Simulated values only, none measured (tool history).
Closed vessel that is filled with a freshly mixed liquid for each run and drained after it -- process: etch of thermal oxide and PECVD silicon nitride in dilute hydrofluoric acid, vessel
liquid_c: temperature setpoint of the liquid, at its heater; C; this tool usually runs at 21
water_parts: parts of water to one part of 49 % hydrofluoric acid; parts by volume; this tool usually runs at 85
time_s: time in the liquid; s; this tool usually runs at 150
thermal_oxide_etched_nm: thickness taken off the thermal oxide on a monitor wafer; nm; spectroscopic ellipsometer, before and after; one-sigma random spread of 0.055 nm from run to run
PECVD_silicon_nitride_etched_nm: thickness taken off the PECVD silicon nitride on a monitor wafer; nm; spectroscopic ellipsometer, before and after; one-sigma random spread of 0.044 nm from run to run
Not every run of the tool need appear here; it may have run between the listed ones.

run	hour	liquid_c	water_parts	time_s	read-back film thickness of the thermal oxide reference wafer, read on the same gauge (nm)	read-back film thickness of the PECVD silicon nitride reference wafer, read on the same gauge (nm)	thermal_oxide_etched_nm	PECVD_silicon_nitride_etched_nm
1	0	21	85	150	70.03	130.01	7.15	4.36
2	23.1	21	85	150	69.98	129.98	7.11	4.37
3	49.4	21	85	150	70.02	130	7.16	4.32
4	71.6	21	85	150	70.05	130.01	7.16	4.32
5	88.2	21	85	150	70	130	7.1	4.29
6	114.1	21	85	150	69.97	130	7.17	4.33
7	131.3	21	85	150	69.97	130.02	7.17	4.3
# hour 200.4: hydrofluoric acid flow meter replaced
8	236.5	21	85	150	70	130.01	6.81	4.13
# hour 243.9: thermometer replaced
9	255.2	21	85	150	70.01	130	7.6	4.83
10	274.8	21	85	150	70.04	130.01	7.47	4.9
11	304.7	21	85	150	70.01	129.98	7.53	4.85
12	327.1	21	75	150	70.02	130	8.69	5.4
13	361.4	17.5	110	60	69.99	130.02	1.97	1.17
14	375	21	85	150	70.02	129.99	7.62	4.87
# hour 388.6: gauge calibrated
15	396.3	23.5	110	190	69.97	130.01	8.02	5.64
16	413.6	25	85	150	69.99	130.02	8.91	6.33
17	446.8	21	85	190	69.99	130	9.64	6.22
18	464.9	21	85	150	69.97	130	7.53	4.88

Run 19 comes next. What will it give?
19	485.4	19.5	60	100	?	?	?	?

read-back film thickness of the thermal oxide reference wafer, read on the same gauge (nm): 70
read-back film thickness of the PECVD silicon nitride reference wafer, read on the same gauge (nm): 130.01
thermal_oxide_etched_nm: 6.87 nm
PECVD_silicon_nitride_etched_nm: 4.06 nm
Had the tool carried no hidden state, the very same run would have given thermal_oxide_etched_nm 6.97 nm, PECVD_silicon_nitride_etched_nm 4.23 nm.

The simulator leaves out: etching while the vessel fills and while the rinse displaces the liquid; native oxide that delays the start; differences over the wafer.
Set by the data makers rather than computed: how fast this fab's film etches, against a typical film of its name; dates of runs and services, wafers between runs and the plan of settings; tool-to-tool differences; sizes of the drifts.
